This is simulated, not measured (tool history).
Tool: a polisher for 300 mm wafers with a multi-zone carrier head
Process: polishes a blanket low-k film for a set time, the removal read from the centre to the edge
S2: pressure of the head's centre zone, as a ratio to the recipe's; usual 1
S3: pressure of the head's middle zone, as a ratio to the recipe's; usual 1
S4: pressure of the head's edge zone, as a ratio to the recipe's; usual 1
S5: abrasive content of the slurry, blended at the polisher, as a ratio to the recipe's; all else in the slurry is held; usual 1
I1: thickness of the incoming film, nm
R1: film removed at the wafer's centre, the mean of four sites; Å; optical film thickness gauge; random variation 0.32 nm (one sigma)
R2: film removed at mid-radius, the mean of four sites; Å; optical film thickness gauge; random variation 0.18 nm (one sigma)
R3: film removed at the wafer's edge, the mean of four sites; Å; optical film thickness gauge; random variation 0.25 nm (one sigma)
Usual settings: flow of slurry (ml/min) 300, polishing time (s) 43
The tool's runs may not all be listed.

Run 1, hour 0: usual settings; I1 408.3. Result: R1 207 Å, R2 203 Å, R3 210 Å.
Run 2, hour 13.3: usual settings; I1 401.3. Result: R1 205 Å, R2 203 Å, R3 212 Å.
Run 3, hour 23.1: usual settings; I1 407.9. Result: R1 202 Å, R2 203 Å, R3 211 Å.
At hour 29: carrier head's membrane replaced by a new one.
Run 4, hour 37.6: usual settings; I1 407.8. Result: R1 199 Å, R2 202 Å, R3 211 Å.
Run 5, hour 44: usual settings but polishing time (s) 35; I1 407.5. Result: R1 165 Å, R2 163 Å, R3 169 Å.
Run 6, hour 60.6: usual settings but flow of slurry (ml/min) 405, S3 1.11; I1 404.3. Result: R1 215 Å, R2 233 Å, R3 221 Å.
Run 7, hour 67.5: usual settings but S3 0.91, polishing time (s) 52; I1 400.7. Result: R1 247 Å, R2 226 Å, R3 253 Å.
At hour 74.8: slurry nozzle cleaned.
Run 8, hour 79.7: usual settings but S5 1.15; I1 405.4. Result: R1 229 Å, R2 230 Å, R3 239 Å.
At hour 89.5: worn pad replaced by a new one.
Run 9, hour 92.6: usual settings; I1 392.7. Result: R1 216 Å, R2 220 Å, R3 222 Å.
Run 10, hour 105.8: usual settings; I1 402.9. Result: R1 226 Å, R2 219 Å, R3 226 Å.
Run 11, hour 114.7: usual settings but S4 1.11; I1 400.3. Result: R1 218 Å, R2 221 Å, R3 234 Å.
Run 12, hour 124.7: usual settings; I1 396.3. Result: R1 219 Å, R2 216 Å, R3 223 Å.
Run 13, hour 131.7: usual settings; I1 394.2. Result: R1 219 Å, R2 220 Å, R3 224 Å.
Run 14, hour 148: usual settings but S2 1.05, S5 1.15; I1 395.2. Result: R1 244 Å, R2 228 Å, R3 232 Å.
At hour 158.8: centre zone pressure recalibrated.
Run 15, hour 164.8: usual settings; I1 406.6. Result: R1 217 Å, R2 217 Å, R3 221 Å.
Run 16, hour 177.8: usual settings but S4 1.12; I1 396.2. Result: R1 214 Å, R2 216 Å, R3 236 Å.
Run 17, hour 192: usual settings; I1 397.1. Result: R1 216 Å, R2 216 Å, R3 219 Å.
At hour 198.1: worn pad replaced by a new one.
Run 18, hour 207.2: usual settings but flow of slurry (ml/min) 385; I1 398.6. Result: R1 227 Å, R2 221 Å, R3 223 Å.
Run 19, hour 218.5: usual settings but flow of slurry (ml/min) 365, S5 1.25; I1 401.7. Result: R1 240 Å, R2 235 Å, R3 238 Å.
Run 20, hour 234: usual settings but S4 0.9, S5 1.1; I1 404.3. Result: R1 222 Å, R2 222 Å, R3 217 Å.
Run 21, hour 262: usual settings but polishing time (s) 39; I1 397. Result: R1 190 Å, R2 196 Å, R3 197 Å.
Run 22, hour 273.4: usual settings but S2 1.06; I1 400.8. Result: R1 233 Å, R2 213 Å, R3 213 Å.

Forecast each of these 4 alternatives for the next run:
Run A, hour 273.8: usual settings but S4 1.09; I1 401.6. Result: R1 ?, R2 ?, R3 ?.
Run B, hour 273.8: usual settings but polishing time (s) 51; I1 401.6. Result: R1 ?, R2 ?, R3 ?.
Run C, hour 273.8: usual settings but S4 0.91; I1 401.6. Result: R1 ?, R2 ?, R3 ?.
Run D, hour 273.8: usual settings but flow of slurry (ml/min) 205, S5 1.1, polishing time (s) 48; I1 401.6. Result: R1 ?, R2 ?, R3 ?.

run   R1   R2   R3
  A  218  214  229
  B  259  254  260
  C  218  214  210
  D  233  230  240
Without the tool's hidden state the same runs would have given:
run   R1   R2   R3
  A  226  222  235
  B  268  263  267
  C  226  222  215
  D  246  242  249

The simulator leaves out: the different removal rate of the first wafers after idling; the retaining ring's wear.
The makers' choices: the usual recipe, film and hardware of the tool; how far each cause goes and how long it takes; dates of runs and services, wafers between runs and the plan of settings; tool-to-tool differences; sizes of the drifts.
